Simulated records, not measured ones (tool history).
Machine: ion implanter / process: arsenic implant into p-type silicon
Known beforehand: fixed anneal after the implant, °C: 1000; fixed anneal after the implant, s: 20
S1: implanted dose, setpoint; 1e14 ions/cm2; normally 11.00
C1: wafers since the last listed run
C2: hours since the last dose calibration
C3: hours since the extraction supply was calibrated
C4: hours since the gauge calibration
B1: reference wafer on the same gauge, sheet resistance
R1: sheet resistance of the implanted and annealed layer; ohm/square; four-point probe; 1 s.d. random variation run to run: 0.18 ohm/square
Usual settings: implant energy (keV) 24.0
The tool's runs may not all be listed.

run 1 hour=0.0 | S1=9.04 implant_energy_(keV)=24.0 | C1=0 C2=1925.3 C3=5635.9 C4=298.8 | B1=122.02 | R1=134.09
run 2 hour=34.8 | S1=11.00 implant_energy_(keV)=24.0 | C1=1265 C2=1960.1 C3=5670.7 C4=333.6 | B1=121.98 | R1=120.49
run 3 hour=91.9 | S1=11.00 implant_energy_(keV)=24.0 | C1=2076 C2=2017.2 C3=5727.8 C4=390.7 | B1=122.03 | R1=120.49
run 4 hour=111.7 | S1=11.00 implant_energy_(keV)=24.0 | C1=719 C2=2037.0 C3=5747.6 C4=410.5 | B1=122.05 | R1=120.43
run 5 hour=126.9 | S1=11.00 implant_energy_(keV)=21.0 | C1=552 C2=2052.2 C3=5762.8 C4=425.7 | B1=122.00 | R1=125.12
run 6 hour=156.6 | S1=11.00 implant_energy_(keV)=21.0 | C1=1079 C2=2081.9 C3=5792.5 C4=455.4 | B1=121.98 | R1=124.99
run 7 hour=185.1 | S1=11.00 implant_energy_(keV)=24.0 | C1=1036 C2=2110.4 C3=5821.0 C4=483.9 | B1=122.09 | R1=120.08
-- hour=197.2 gauge calibrated
run 8 hour=217.6 | S1=11.00 implant_energy_(keV)=24.0 | C1=1181 C2=2142.9 C3=5853.5 C4=20.4 | B1=121.99 | R1=120.21
run 9 hour=229.9 | S1=11.00 implant_energy_(keV)=24.0 | C1=447 C2=2155.2 C3=5865.8 C4=32.7 | B1=121.98 | R1=120.50
run 10 hour=245.5 | S1=12.31 implant_energy_(keV)=24.0 | C1=567 C2=2170.8 C3=5881.4 C4=48.3 | B1=122.04 | R1=114.40
run 11 hour=263.5 | S1=12.31 implant_energy_(keV)=24.0 | C1=654 C2=2188.8 C3=5899.4 C4=66.3 | B1=121.93 | R1=114.28
run 12 hour=287.8 | S1=12.31 implant_energy_(keV)=24.0 | C1=883 C2=2213.1 C3=5923.7 C4=90.6 | B1=121.98 | R1=114.10
-- hour=323.9 Faraday cup replaced and dose calibrated
run 13 hour=331.2 | S1=11.00 implant_energy_(keV)=24.0 | C1=1287 C2=7.3 C3=5967.1 C4=134.0 | B1=122.04 | R1=118.64
run 14 hour=366.4 | S1=11.00 implant_energy_(keV)=27.0 | C1=1279 C2=42.5 C3=6002.3 C4=169.2 | B1=122.00 | R1=114.02
run 15 hour=390.8 | S1=8.39 implant_energy_(keV)=32.0 | C1=887 C2=66.9 C3=6026.7 C4=193.6 | B1=122.04 | R1=128.48
run 16 hour=413.5 | S1=8.08 implant_energy_(keV)=15.5 | C1=825 C2=89.6 C3=6049.4 C4=216.3 | B1=122.02 | R1=154.69
run 17 hour=437.5 | S1=9.25 implant_energy_(keV)=24.0 | C1=872 C2=113.6 C3=6073.4 C4=240.3 | B1=121.99 | R1=129.42
-- hour=453.8 extraction supply calibrated
run 18 hour=456.8 | S1=11.00 implant_energy_(keV)=24.0 | C1=410 C2=132.9 C3=3.0 C4=259.6 | B1=121.96 | R1=118.60
-- hour=486.2 Faraday cup replaced and dose calibrated, repeated, since the last time left the tool worse
run 19 hour=486.7 | S1=8.33 implant_energy_(keV)=17.0 | C1=796 C2=0.5 C3=32.9 C4=289.5 | B1=121.97 | R1=154.37
run 20 hour=533.9 | S1=9.00 implant_energy_(keV)=24.0 | C1=1716 C2=47.7 C3=80.1 C4=336.7 | B1=122.00 | R1=136.30
run 21 hour=566.4 | S1=11.00 implant_energy_(keV)=24.0 | C1=1181 C2=80.2 C3=112.6 C4=369.2 | B1=121.94 | R1=122.03
run 22 hour=592.4 | S1=9.14 implant_energy_(keV)=20.5 | C1=945 C2=106.2 C3=138.6 C4=395.2 | B1=122.03 | R1=140.43
run 23 hour=626.3 | S1=8.21 implant_energy_(keV)=20.0 | C1=1232 C2=140.1 C3=172.5 C4=429.1 | B1=122.04 | R1=150.00
-- hour=647.2 gauge calibrated
run 24 hour=650.4 | S1=8.56 implant_energy_(keV)=21.0 | C1=876 C2=164.2 C3=196.6 C4=3.2 | B1=122.04 | R1=145.00

What would each run have given without the hidden state, its run-to-run variation left as it was?
What the log doesn't record here: deviation of the true dose from the Faraday cup's reading, %; deviation of the true energy from its setpoint, %; gauge reads high (%).
run=1 R1=136.39
run=2 R1=122.21
run=3 R1=122.26
run=4 R1=122.21
run=5 R1=126.88
run=6 R1=126.78
run=7 R1=121.92
run=8 R1=122.08
run=9 R1=122.39
run=10 R1=115.92
run=11 R1=115.82
run=12 R1=115.64
run=13 R1=122.13
run=14 R1=117.59
run=15 R1=133.99
run=16 R1=159.99
run=17 R1=134.14
run=18 R1=122.19
run=19 R1=154.38
run=20 R1=136.37
run=21 R1=122.11
run=22 R1=140.56
run=23 R1=150.20
run=24 R1=145.22
